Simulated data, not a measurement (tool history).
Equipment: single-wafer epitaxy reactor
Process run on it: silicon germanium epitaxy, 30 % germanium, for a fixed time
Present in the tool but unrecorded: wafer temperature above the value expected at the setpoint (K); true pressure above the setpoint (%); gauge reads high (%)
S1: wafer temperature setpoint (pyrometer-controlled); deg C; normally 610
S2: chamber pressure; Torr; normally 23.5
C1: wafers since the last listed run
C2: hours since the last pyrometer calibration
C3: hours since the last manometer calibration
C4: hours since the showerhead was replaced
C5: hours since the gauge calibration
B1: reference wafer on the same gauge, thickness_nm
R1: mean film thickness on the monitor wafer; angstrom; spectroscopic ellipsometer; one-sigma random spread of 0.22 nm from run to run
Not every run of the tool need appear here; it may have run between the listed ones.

Run 1, hour 0.0: usual settings; C1 0; C2 1206.8; C3 2356.5; C4 6953.7; C5 96.6; B1 67.168. Result: R1 727.44 angstrom.
Run 2, hour 31.6: usual settings; C1 630; C2 1238.4; C3 2388.1; C4 6985.3; C5 128.2; B1 67.128. Result: R1 726.71 angstrom.
Run 3, hour 59.5: usual settings; C1 557; C2 1266.3; C3 2416.0; C4 7013.2; C5 156.1; B1 67.205. Result: R1 729.80 angstrom.
Run 4, hour 91.8: usual settings but S1 622 deg C, S2 19.5 Torr; C1 644; C2 1298.6; C3 2448.3; C4 7045.5; C5 188.4; B1 67.198. Result: R1 872.40 angstrom.
Run 5, hour 110.1: usual settings but S1 622 deg C, S2 19.5 Torr; C1 365; C2 1316.9; C3 2466.6; C4 7063.8; C5 206.7; B1 67.161. Result: R1 879.87 angstrom.
Run 6, hour 136.5: usual settings but S2 19.7 Torr; C1 527; C2 1343.3; C3 2493.0; C4 7090.2; C5 233.1; B1 67.216. Result: R1 695.85 angstrom.
Run 7, hour 164.4: usual settings but S2 19.7 Torr; C1 557; C2 1371.2; C3 2520.9; C4 7118.1; C5 261.0; B1 67.213. Result: R1 693.18 angstrom.
At hour 185.4: pyrometer calibrated.
Run 8, hour 185.9: usual settings; C1 269; C2 0.5; C3 2542.4; C4 7139.6; C5 282.5; B1 67.196. Result: R1 726.21 angstrom.
At hour 219.3: gauge calibrated.
At hour 266.7: showerhead replaced.
Run 9, hour 286.2: usual settings but S1 599 deg C, S2 27.3 Torr; C1 1842; C2 100.8; C3 2642.7; C4 19.5; C5 66.9; B1 67.225. Result: R1 609.42 angstrom.
Run 10, hour 304.7: usual settings but S1 598 deg C, S2 19.6 Torr; C1 369; C2 119.3; C3 2661.2; C4 38.0; C5 85.4; B1 67.182. Result: R1 539.06 angstrom.
Run 11, hour 324.6: usual settings but S1 618 deg C, S2 21.8 Torr; C1 397; C2 139.2; C3 2681.1; C4 57.9; C5 105.3; B1 67.159. Result: R1 837.24 angstrom.
At hour 351.4: capacitance manometer re-zeroed and calibrated.
Run 12, hour 357.6: usual settings but S1 600 deg C, S2 19.1 Torr; C1 499; C2 172.2; C3 6.2; C4 90.9; C5 138.3; B1 67.164. Result: R1 557.47 angstrom.
Run 13, hour 384.5: usual settings but S1 605 deg C, S2 19.2 Torr; C1 537; C2 199.1; C3 33.1; C4 117.8; C5 165.2; B1 67.189. Result: R1 620.73 angstrom.
Run 14, hour 410.4: usual settings; C1 517; C2 225.0; C3 59.0; C4 143.7; C5 191.1; B1 67.210. Result: R1 728.39 angstrom.
Run 15, hour 443.0: usual settings but S1 618 deg C; C1 650; C2 257.6; C3 91.6; C4 176.3; C5 223.7; B1 67.239. Result: R1 851.47 angstrom.
Run 16, hour 469.1: usual settings but S2 18.9 Torr; C1 521; C2 283.7; C3 117.7; C4 202.4; C5 249.8; B1 67.224. Result: R1 686.28 angstrom.

What the log doesn't show, run by run:
wafer temperature above the value expected at the setpoint (K): 0 across all the runs
true pressure above the setpoint (%): 0 across all the runs
gauge reads high (%): 0 across all the runs

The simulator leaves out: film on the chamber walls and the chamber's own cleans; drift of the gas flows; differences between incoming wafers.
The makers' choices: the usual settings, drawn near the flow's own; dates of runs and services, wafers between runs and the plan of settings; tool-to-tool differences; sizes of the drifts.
